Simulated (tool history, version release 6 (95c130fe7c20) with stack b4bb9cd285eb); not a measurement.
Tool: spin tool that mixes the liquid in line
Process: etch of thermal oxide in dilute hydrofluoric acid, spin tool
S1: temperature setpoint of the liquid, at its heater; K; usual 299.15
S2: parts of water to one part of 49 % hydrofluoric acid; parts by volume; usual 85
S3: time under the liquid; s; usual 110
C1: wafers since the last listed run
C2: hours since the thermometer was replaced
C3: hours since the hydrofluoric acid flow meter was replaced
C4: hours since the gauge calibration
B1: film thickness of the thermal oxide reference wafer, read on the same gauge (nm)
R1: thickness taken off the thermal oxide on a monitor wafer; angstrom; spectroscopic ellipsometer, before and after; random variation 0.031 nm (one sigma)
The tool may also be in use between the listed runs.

run 1 hour=0 | S1=295.65 S2=85 S3=145 | C1=0 C2=444.9 C3=838 C4=601.6 | B1=78.35 | R1=74.3
run 2 hour=24.9 | S1=295.65 S2=85 S3=145 | C1=144 C2=469.8 C3=862.9 C4=626.5 | B1=78.19 | R1=74.6
run 3 hour=91.8 | S1=295.65 S2=85 S3=145 | C1=389 C2=536.7 C3=929.8 C4=693.4 | B1=77.79 | R1=73.7
-- hour=185.1 gauge calibrated
run 4 hour=295.1 | S1=299.15 S2=105 S3=130 | C1=1182 C2=740 C3=1133.1 C4=110 | B1=79.91 | R1=61.5
run 5 hour=345.5 | S1=299.15 S2=85 S3=110 | C1=293 C2=790.4 C3=1183.5 C4=160.4 | B1=79.84 | R1=66.3
run 6 hour=399.4 | S1=299.15 S2=85 S3=110 | C1=313 C2=844.3 C3=1237.4 C4=214.3 | B1=79.77 | R1=66.5
run 7 hour=427.4 | S1=299.15 S2=85 S3=110 | C1=162 C2=872.3 C3=1265.4 C4=242.3 | B1=79.72 | R1=66.2
run 8 hour=479.5 | S1=299.15 S2=85 S3=110 | C1=303 C2=924.4 C3=1317.5 C4=294.4 | B1=79.58 | R1=66.6
-- hour=482.8 hydrofluoric acid flow meter replaced
run 9 hour=539.3 | S1=299.15 S2=85 S3=110 | C1=342 C2=984.2 C3=56.5 C4=354.2 | B1=79.41 | R1=66.1
run 10 hour=601.5 | S1=299.15 S2=85 S3=110 | C1=361 C2=1046.4 C3=118.7 C4=416.4 | B1=79.21 | R1=65.6
run 11 hour=667.7 | S1=299.15 S2=85 S3=110 | C1=385 C2=1112.6 C3=184.9 C4=482.6 | B1=78.95 | R1=65.9
run 12 hour=736.7 | S1=299.15 S2=85 S3=110 | C1=401 C2=1181.6 C3=253.9 C4=551.6 | B1=78.66 | R1=65.5
run 13 hour=798.6 | S1=299.15 S2=50 S3=110 | C1=360 C2=1243.5 C3=315.8 C4=613.5 | B1=78.26 | R1=115.8
run 14 hour=854.5 | S1=301.65 S2=110 S3=175 | C1=325 C2=1299.4 C3=371.7 C4=669.4 | B1=77.98 | R1=84.9
run 15 hour=881.6 | S1=299.15 S2=70 S3=135 | C1=157 C2=1326.5 C3=398.8 C4=696.5 | B1=77.82 | R1=97.8

Run 16 comes next. What will it give?
run 16 hour=953.5 | S1=299.15 S2=55 S3=110 | C1=418 C2=1398.4 C3=470.7 C4=768.4 | B1=? | R1=?

{"run 16": {"B1": 77.36, "R1": 102.5}}
Without the tool's hidden state the same run would have given R1 106 angstrom.
